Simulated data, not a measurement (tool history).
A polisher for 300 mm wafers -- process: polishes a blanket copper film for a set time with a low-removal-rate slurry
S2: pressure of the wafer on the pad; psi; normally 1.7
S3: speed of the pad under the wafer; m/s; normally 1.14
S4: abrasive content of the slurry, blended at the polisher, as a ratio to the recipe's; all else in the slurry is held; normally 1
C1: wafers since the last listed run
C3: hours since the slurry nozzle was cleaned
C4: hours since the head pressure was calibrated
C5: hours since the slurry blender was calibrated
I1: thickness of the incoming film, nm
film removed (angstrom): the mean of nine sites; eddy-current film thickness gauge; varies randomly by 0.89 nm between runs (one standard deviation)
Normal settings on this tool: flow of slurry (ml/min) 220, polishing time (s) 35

{"run": 1, "hour": 0.0, "flow of slurry (ml/min)": 220, "S2": 1.7, "S3": 1.14, "S4": 1, "polishing time (s)": 35, "C1": 0, "wafers polished on this pad": 724, "C3": 421.4, "C4": 1182.4, "C5": 152.3, "I1": 1161.2, "film removed (angstrom)": 630}
{"run": 2, "hour": 29.6, "flow of slurry (ml/min)": 220, "S2": 1.7, "S3": 1.14, "S4": 1, "polishing time (s)": 35, "C1": 412, "wafers polished on this pad": 1136, "C3": 451, "C4": 1212, "C5": 181.9, "I1": 1146.7, "film removed (angstrom)": 636}
{"run": 3, "hour": 43.4, "flow of slurry (ml/min)": 220, "S2": 1.7, "S3": 1.14, "S4": 1, "polishing time (s)": 35, "C1": 192, "wafers polished on this pad": 1328, "C3": 464.8, "C4": 1225.8, "C5": 195.7, "I1": 1165.5, "film removed (angstrom)": 631}
{"run": 4, "hour": 61.9, "flow of slurry (ml/min)": 220, "S2": 1.5, "S3": 1.14, "S4": 1, "polishing time (s)": 35, "C1": 257, "wafers polished on this pad": 1586, "C3": 483.3, "C4": 1244.3, "C5": 214.2, "I1": 1155.4, "film removed (angstrom)": 550}
{"run": 5, "hour": 92.7, "flow of slurry (ml/min)": 220, "S2": 1.5, "S3": 1.14, "S4": 1, "polishing time (s)": 35, "C1": 428, "wafers polished on this pad": 2015, "C3": 514.1, "C4": 1275.1, "C5": 245, "I1": 1155, "film removed (angstrom)": 555}
{"run": 6, "hour": 125.8, "flow of slurry (ml/min)": 220, "S2": 1.5, "S3": 1.14, "S4": 1, "polishing time (s)": 35, "C1": 460, "wafers polished on this pad": 2475, "C3": 547.2, "C4": 1308.2, "C5": 278.1, "I1": 1133.2, "film removed (angstrom)": 546}
{"run": 7, "hour": 161.5, "flow of slurry (ml/min)": 200, "S2": 1.7, "S3": 1.14, "S4": 1, "polishing time (s)": 35, "C1": 497, "wafers polished on this pad": 2972, "C3": 582.9, "C4": 1343.9, "C5": 313.8, "I1": 1141.8, "film removed (angstrom)": 606}
{"hour": 173.2, "done": "slurry blender recalibrated, repeated, since the last time left the tool worse"}
{"hour": 183.2, "done": "slurry nozzle cleaned"}
{"run": 8, "hour": 183.7, "flow of slurry (ml/min)": 200, "S2": 1.7, "S3": 1.14, "S4": 1, "polishing time (s)": 35, "C1": 267, "wafers polished on this pad": 3240, "C3": 0.5, "C4": 1366.1, "C5": 10.5, "I1": 1146.3, "film removed (angstrom)": 746}
{"run": 9, "hour": 205.0, "flow of slurry (ml/min)": 245, "S2": 1.7, "S3": 1, "S4": 1, "polishing time (s)": 35, "C1": 296, "wafers polished on this pad": 3536, "C3": 21.8, "C4": 1387.4, "C5": 31.8, "I1": 1139.3, "film removed (angstrom)": 685}
{"hour": 215.4, "done": "worn pad replaced by a new one"}
{"run": 10, "hour": 218.2, "flow of slurry (ml/min)": 285, "S2": 1.7, "S3": 0.96, "S4": 1, "polishing time (s)": 35, "C1": 128, "wafers polished on this pad": 39, "C3": 35, "C4": 1400.6, "C5": 45, "I1": 1153.5, "film removed (angstrom)": 679}
{"run": 11, "hour": 239.2, "flow of slurry (ml/min)": 145, "S2": 1.3, "S3": 1.14, "S4": 1, "polishing time (s)": 35, "C1": 292, "wafers polished on this pad": 331, "C3": 56, "C4": 1421.6, "C5": 66, "I1": 1149.7, "film removed (angstrom)": 526}
{"run": 12, "hour": 271.2, "flow of slurry (ml/min)": 220, "S2": 2.2, "S3": 1.14, "S4": 1, "polishing time (s)": 40, "C1": 445, "wafers polished on this pad": 777, "C3": 88, "C4": 1453.6, "C5": 98, "I1": 1136.3, "film removed (angstrom)": 1054}
{"run": 13, "hour": 292.5, "flow of slurry (ml/min)": 220, "S2": 1.7, "S3": 1.14, "S4": 1, "polishing time (s)": 30, "C1": 296, "wafers polished on this pad": 1073, "C3": 109.3, "C4": 1474.9, "C5": 119.3, "I1": 1144.9, "film removed (angstrom)": 628}
{"run": 14, "hour": 319.9, "flow of slurry (ml/min)": 220, "S2": 1.7, "S3": 1.14, "S4": 1, "polishing time (s)": 35, "C1": 381, "wafers polished on this pad": 1455, "C3": 136.7, "C4": 1502.3, "C5": 146.7, "I1": 1156.7, "film removed (angstrom)": 727}
{"run": 15, "hour": 333.1, "flow of slurry (ml/min)": 220, "S2": 1.7, "S3": 1.14, "S4": 1, "polishing time (s)": 29, "C1": 183, "wafers polished on this pad": 1639, "C3": 149.9, "C4": 1515.5, "C5": 159.9, "I1": 1158.6, "film removed (angstrom)": 602}
{"run": 16, "hour": 345.6, "flow of slurry (ml/min)": 220, "S2": 1.7, "S3": 0.82, "S4": 1, "polishing time (s)": 43, "C1": 174, "wafers polished on this pad": 1813, "C3": 162.4, "C4": 1528, "C5": 172.4, "I1": 1143.9, "film removed (angstrom)": 734}
{"run": 17, "hour": 371.4, "flow of slurry (ml/min)": 260, "S2": 1.7, "S3": 1.5, "S4": 0.8, "polishing time (s)": 42, "C1": 359, "wafers polished on this pad": 2172, "C3": 188.2, "C4": 1553.8, "C5": 198.2, "I1": 1165.1, "film removed (angstrom)": 976}
{"hour": 415.7, "done": "slurry blender recalibrated"}
{"run": 18, "hour": 471.8, "flow of slurry (ml/min)": 220, "S2": 1.9, "S3": 1.14, "S4": 1, "polishing time (s)": 35, "C1": 1369, "wafers polished on this pad": 3542, "C3": 288.6, "C4": 1654.2, "C5": 56.1, "I1": 1165.8, "film removed (angstrom)": 811}
{"hour": 484.0, "done": "head pressure recalibrated"}
{"run": 19, "hour": 502.1, "flow of slurry (ml/min)": 220, "S2": 1.7, "S3": 1.14, "S4": 1, "polishing time (s)": 35, "C1": 393, "wafers polished on this pad": 3936, "C3": 318.9, "C4": 18.1, "C5": 86.4, "I1": 1162.8, "film removed (angstrom)": 736}
{"hour": 523.0, "done": "worn pad replaced by a new one"}
{"run": 20, "hour": 526.8, "flow of slurry (ml/min)": 165, "S2": 1.5, "S3": 1.14, "S4": 1, "polishing time (s)": 35, "C1": 288, "wafers polished on this pad": 52, "C3": 343.6, "C4": 42.8, "C5": 111.1, "I1": 1133.9, "film removed (angstrom)": 594}
{"run": 21, "hour": 552.7, "flow of slurry (ml/min)": 220, "S2": 1.7, "S3": 1.14, "S4": 1, "polishing time (s)": 35, "C1": 360, "wafers polished on this pad": 412, "C3": 369.5, "C4": 68.7, "C5": 137, "I1": 1153.6, "film removed (angstrom)": 720}
{"run": 22, "hour": 576.3, "flow of slurry (ml/min)": 170, "S2": 1.4, "S3": 1.14, "S4": 1.25, "polishing time (s)": 39, "C1": 328, "wafers polished on this pad": 741, "C3": 393.1, "C4": 92.3, "C5": 160.6, "I1": 1158.1, "film removed (angstrom)": 675}
{"run": 23, "hour": 603.9, "flow of slurry (ml/min)": 260, "S2": 1.5, "S3": 0.78, "S4": 0.7, "polishing time (s)": 35, "C1": 384, "wafers polished on this pad": 1125, "C3": 420.7, "C4": 119.9, "C5": 188.2, "I1": 1157.9, "film removed (angstrom)": 466}
{"run": 24, "hour": 619.3, "flow of slurry (ml/min)": 160, "S2": 1.7, "S3": 1.44, "S4": 1.2, "polishing time (s)": 43, "C1": 214, "wafers polished on this pad": 1340, "C3": 436.1, "C4": 135.3, "C5": 203.6, "I1": 1145, "film removed (angstrom)": 1007}
{"run": 25, "hour": 637.0, "flow of slurry (ml/min)": 220, "S2": 1.7, "S3": 1.14, "S4": 1.2, "polishing time (s)": 29, "C1": 246, "wafers polished on this pad": 1586, "C3": 453.8, "C4": 153, "C5": 221.3, "I1": 1160.1, "film removed (angstrom)": 627}
{"run": 26, "hour": 670.4, "flow of slurry (ml/min)": 220, "S2": 1.7, "S3": 1.14, "S4": 1, "polishing time (s)": 35, "C1": 464, "wafers polished on this pad": 2051, "C3": 487.2, "C4": 186.4, "C5": 254.7, "I1": 1143.6, "film removed (angstrom)": 703}
{"run": 27, "hour": 684.8, "flow of slurry (ml/min)": 220, "S2": 1.7, "S3": 1.5, "S4": 1, "polishing time (s)": 24, "C1": 200, "wafers polished on this pad": 2251, "C3": 501.6, "C4": 200.8, "C5": 269.1, "I1": 1158.2, "film removed (angstrom)": 574}
{"run": 28, "hour": 719.1, "flow of slurry (ml/min)": 245, "S2": 1.7, "S3": 1, "S4": 1, "polishing time (s)": 35, "C1": 477, "wafers polished on this pad": 2729, "C3": 535.9, "C4": 235.1, "C5": 303.4, "I1": 1167.2, "film removed (angstrom)": 663}
{"hour": 731.8, "done": "slurry blender recalibrated"}
{"hour": 748.3, "done": "slurry nozzle cleaned"}
{"run": 29, "hour": 750.0, "flow of slurry (ml/min)": 220, "S2": 1.7, "S3": 1.14, "S4": 1, "polishing time (s)": 35, "C1": 388, "wafers polished on this pad": 3117, "C3": 1.7, "C4": 266, "C5": 18.2, "I1": 1149.7, "film removed (angstrom)": 739}
{"run": 30, "hour": 781.1, "flow of slurry (ml/min)": 220, "S2": 1.7, "S3": 1.48, "S4": 0.75, "polishing time (s)": 35, "C1": 432, "wafers polished on this pad": 3550, "C3": 32.8, "C4": 297.1, "C5": 49.3, "I1": 1148, "film removed (angstrom)": 799}
{"run": 31, "hour": 807.5, "flow of slurry (ml/min)": 220, "S2": 1.7, "S3": 1.52, "S4": 1, "polishing time (s)": 28, "C1": 367, "wafers polished on this pad": 3918, "C3": 59.2, "C4": 323.5, "C5": 75.7, "I1": 1151.6, "film removed (angstrom)": 695}

Selected run-to-run steps in film removed (angstrom), each split into two signed amounts: the part the tool would show with no hidden state at all (from settings, incoming material and random variation), and the remainder, which goes to the hidden state together with any gauge scatter not common to the measured and the hidden-state-free results:
What the log doesn't record here: removal rate lost through wear of the pad, %; slurry flow missing at the pad, %; deviation of the head's pressure from its setpoint, %; abrasive missing from the slurry, %.
Run 7 -> 8: slurry blender recalibrated, repeated, since the last time left the tool worse, slurry nozzle cleaned. film removed (angstrom) +140: hidden state +119, all else +21.
Run 11 -> 12: flow of slurry (ml/min) 145 -> 220, S2 1.3 -> 2.2, polishing time (s) 35 -> 40. film removed (angstrom) +528: hidden state -22, all else +550.
Run 12 -> 13: S2 2.2 -> 1.7, polishing time (s) 40 -> 30. film removed (angstrom) -426: hidden state +12, all else -438.
Run 23 -> 24: flow of slurry (ml/min) 260 -> 160, S2 1.5 -> 1.7, S3 0.78 -> 1.44, S4 0.7 -> 1.2, polishing time (s) 35 -> 43. film removed (angstrom) +541: hidden state -32, all else +573.
Run 28 -> 29: flow of slurry (ml/min) 245 -> 220, S3 1 -> 1.14, slurry blender recalibrated, slurry nozzle cleaned. film removed (angstrom) +76: hidden state +32, all else +44.
